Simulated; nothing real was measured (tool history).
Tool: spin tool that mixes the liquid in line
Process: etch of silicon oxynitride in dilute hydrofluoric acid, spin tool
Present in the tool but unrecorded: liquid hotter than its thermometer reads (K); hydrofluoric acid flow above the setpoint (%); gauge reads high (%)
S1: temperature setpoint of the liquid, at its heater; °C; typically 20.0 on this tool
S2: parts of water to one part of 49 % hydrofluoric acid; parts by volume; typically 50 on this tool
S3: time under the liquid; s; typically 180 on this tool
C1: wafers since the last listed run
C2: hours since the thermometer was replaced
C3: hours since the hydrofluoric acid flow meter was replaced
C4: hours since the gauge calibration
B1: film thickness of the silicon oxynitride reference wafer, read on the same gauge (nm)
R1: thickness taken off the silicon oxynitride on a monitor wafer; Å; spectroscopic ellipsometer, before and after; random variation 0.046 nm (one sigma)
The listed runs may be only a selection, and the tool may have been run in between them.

run     day    S1  S2   S3   C1      C2     C3     C4      B1     R1
  1   0.000  20.0  50  180    0  2565.6  785.7  164.0  119.95  152.6
  2   0.308  20.0  50  180   54  2573.0  793.1  171.4  119.99  151.8
  3   0.675  20.0  50  180   64  2581.8  801.9  180.2  119.99  151.7
  4   1.271  20.0  50  180  104  2596.1  816.2  194.5  120.04  152.1
  5   1.538  20.0  50  180   46  2602.5  822.6  200.9  120.02  152.3
  6   2.096  20.0  50  180   98  2615.9  836.0  214.3  120.01  152.2
  7   2.612  20.0  55  180   90  2628.3  848.4  226.7  120.00  139.4
  8   2.867  20.0  55  180   44  2634.4  854.5  232.8  120.00  137.9
  9   3.296  20.0  45  230   75  2644.7  864.8  243.1  119.98  217.6
 10   3.596  20.0  45  230   52  2651.9  872.0  250.3  120.00  217.2
 11   4.312  20.0  45  230  126  2669.1  889.2  267.5  120.00  217.8
 12   4.938  20.0  30  215  109  2684.1  904.2  282.5  119.98  308.9
 13   5.304  20.0  50  180   64  2692.9  913.0  291.3  119.98  153.7
 14   6.029  20.0  50  180  127  2710.3  930.4  308.7  119.98  154.3
 15   6.571  21.5  65  100   95  2723.3  943.4  321.7  119.99   70.4
      7.525  -- thermometer replaced
      8.233  -- hydrofluoric acid flow meter replaced
 16   8.629  23.5  50  110  347    26.5    9.5  371.1  119.95   90.2
 17   9.133  20.0  50  180   88    38.6   21.6  383.2  120.01  124.8
 18   9.671  22.5  50  260   94    51.5   34.5  396.1  120.00  204.4
 19  10.012  18.5  65  275   60    59.7   42.7  404.3  120.01  134.5

Run 20 is up next; what results do you expect?
 20  10.296  24.5  65  275  49  66.5  49.5  411.1   ?   ?

Run 20 measured B1 120.00, R1 180.1 Å.
The same run, on a tool lacking any hidden state, would have yielded R1 177.7 Å.

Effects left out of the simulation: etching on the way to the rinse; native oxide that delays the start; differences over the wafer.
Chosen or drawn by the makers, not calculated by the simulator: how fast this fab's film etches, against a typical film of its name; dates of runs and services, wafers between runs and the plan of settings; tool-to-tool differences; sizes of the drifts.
